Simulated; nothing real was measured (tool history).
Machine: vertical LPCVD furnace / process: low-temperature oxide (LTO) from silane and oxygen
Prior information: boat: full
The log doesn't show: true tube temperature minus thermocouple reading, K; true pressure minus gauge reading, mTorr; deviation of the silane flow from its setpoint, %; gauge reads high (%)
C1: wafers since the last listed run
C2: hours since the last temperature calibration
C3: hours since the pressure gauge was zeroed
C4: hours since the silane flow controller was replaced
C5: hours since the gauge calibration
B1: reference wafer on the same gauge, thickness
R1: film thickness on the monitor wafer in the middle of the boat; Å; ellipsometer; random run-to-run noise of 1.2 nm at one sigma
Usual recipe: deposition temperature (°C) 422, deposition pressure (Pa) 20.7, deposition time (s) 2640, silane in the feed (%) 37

run 1 day=0 | deposition_temperature_(°C)=422 deposition_pressure_(Pa)=20.7 deposition_time_(s)=2640 silane_in_the_feed_(%)=37 | C1=0 C2=3568.8 C3=4356.5 C4=1818.4 C5=510.9 | B1=297.75 | R1=3292.5
run 2 day=1.979 | deposition_temperature_(°C)=422 deposition_pressure_(Pa)=20.7 deposition_time_(s)=2640 silane_in_the_feed_(%)=37 | C1=800 C2=3616.3 C3=4404 C4=1865.9 C5=558.4 | B1=298.27 | R1=3253
-- day=2.571 gauge calibrated
run 3 day=4.512 | deposition_temperature_(°C)=422 deposition_pressure_(Pa)=20.7 deposition_time_(s)=2640 silane_in_the_feed_(%)=37 | C1=1024 C2=3677.1 C3=4464.8 C4=1926.7 C5=46.6 | B1=297.77 | R1=3259.5
run 4 day=5.679 | deposition_temperature_(°C)=422 deposition_pressure_(Pa)=24.7 deposition_time_(s)=2640 silane_in_the_feed_(%)=37 | C1=471 C2=3705.1 C3=4492.8 C4=1954.7 C5=74.6 | B1=297.94 | R1=3874.8
run 5 day=7.079 | deposition_temperature_(°C)=413 deposition_pressure_(Pa)=20.7 deposition_time_(s)=2640 silane_in_the_feed_(%)=35 | C1=566 C2=3738.7 C3=4526.4 C4=1988.3 C5=108.2 | B1=298.16 | R1=2749.3
run 6 day=8.871 | deposition_temperature_(°C)=413 deposition_pressure_(Pa)=20.7 deposition_time_(s)=2640 silane_in_the_feed_(%)=35 | C1=724 C2=3781.7 C3=4569.4 C4=2031.3 C5=151.2 | B1=297.9 | R1=2735.6
run 7 day=10.504 | deposition_temperature_(°C)=413 deposition_pressure_(Pa)=20.7 deposition_time_(s)=2640 silane_in_the_feed_(%)=35 | C1=660 C2=3820.9 C3=4608.6 C4=2070.5 C5=190.4 | B1=297.97 | R1=2733.4
run 8 day=13.396 | deposition_temperature_(°C)=417 deposition_pressure_(Pa)=20.7 deposition_time_(s)=2640 silane_in_the_feed_(%)=37 | C1=1169 C2=3890.3 C3=4678 C4=2139.9 C5=259.8 | B1=297.82 | R1=3075.4
run 9 day=15.488 | deposition_temperature_(°C)=422 deposition_pressure_(Pa)=20.7 deposition_time_(s)=2640 silane_in_the_feed_(%)=32 | C1=846 C2=3940.5 C3=4728.2 C4=2190.1 C5=310 | B1=298.21 | R1=2645.7
run 10 day=18.183 | deposition_temperature_(°C)=422 deposition_pressure_(Pa)=20.7 deposition_time_(s)=2640 silane_in_the_feed_(%)=32 | C1=1090 C2=4005.2 C3=4792.9 C4=2254.8 C5=374.7 | B1=297.84 | R1=2631.3
run 11 day=19.838 | deposition_temperature_(°C)=422 deposition_pressure_(Pa)=20.7 deposition_time_(s)=2640 silane_in_the_feed_(%)=37 | C1=669 C2=4044.9 C3=4832.6 C4=2294.5 C5=414.4 | B1=298.02 | R1=3190.4

Estimate the outcome of run 12 from the log above:
-- day=21.946 gauge calibrated
-- day=22.308 thermocouples replaced and temperature profile calibrated
run 12 day=22.596 | deposition_temperature_(°C)=422 deposition_pressure_(Pa)=22.7 deposition_time_(s)=2640 silane_in_the_feed_(%)=35 | C1=711 C2=6.9 C3=4898.8 C4=2360.7 C5=15.6 | B1=? | R1=?

B1: 298.23
R1: 3248.1 Å
Minus the tool's unlogged condition, the same run would have read R1 3452.4 Å.
